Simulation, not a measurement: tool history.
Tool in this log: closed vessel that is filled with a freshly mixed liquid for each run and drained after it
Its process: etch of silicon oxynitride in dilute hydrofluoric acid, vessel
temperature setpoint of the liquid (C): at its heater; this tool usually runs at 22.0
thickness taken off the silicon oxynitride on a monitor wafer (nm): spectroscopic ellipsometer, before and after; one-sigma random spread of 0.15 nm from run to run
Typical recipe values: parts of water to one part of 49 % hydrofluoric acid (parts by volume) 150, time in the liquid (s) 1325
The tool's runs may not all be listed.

run,hour,temperature setpoint of the liquid (C),parts of water to one part of 49 % hydrofluoric acid (parts by volume),time in the liquid (s),"read-back film thickness of the silicon oxynitride reference wafer, read on the same gauge (nm)",thickness taken off the silicon oxynitride on a monitor wafer (nm)
1,0.0,22.0,150,1325,60.05,17.37
2,11.1,22.0,150,1325,59.99,17.38
3,21.8,22.0,150,1325,60.00,16.98
4,33.7,22.0,150,1325,60.01,17.43
5,43.1,22.0,150,1325,59.98,17.14
# hour 50.4: gauge calibrated
6,52.4,22.0,150,1325,59.99,16.85
7,63.7,24.0,185,1325,60.01,14.98
8,81.5,24.0,185,1325,59.99,14.95
9,96.9,24.0,185,1325,59.99,14.93
10,111.0,22.0,150,1115,60.03,14.51
11,122.9,23.5,125,1530,60.01,26.31
12,133.5,24.5,150,1865,60.01,27.27
# hour 145.9: thermometer replaced
# hour 150.7: hydrofluoric acid flow meter replaced
13,178.7,22.0,150,965,59.96,12.57
14,194.4,22.0,150,1715,59.97,21.80
15,204.6,22.0,150,1325,60.00,17.10
# hour 219.8: gauge calibrated
16,220.4,24.5,185,1670,59.98,19.33
17,237.7,25.0,170,1605,59.99,20.85
18,274.4,22.0,210,1325,59.99,11.78
19,285.9,22.0,150,1715,60.02,22.25
20,294.9,22.0,150,1325,59.99,17.32

For each run, what was the tool's unlogged condition?
liquid colder than its thermometer reads (K): 0 at every run
hydrofluoric acid flow above the setpoint (%): 0 at every run
gauge reads high (%): 0 at every run

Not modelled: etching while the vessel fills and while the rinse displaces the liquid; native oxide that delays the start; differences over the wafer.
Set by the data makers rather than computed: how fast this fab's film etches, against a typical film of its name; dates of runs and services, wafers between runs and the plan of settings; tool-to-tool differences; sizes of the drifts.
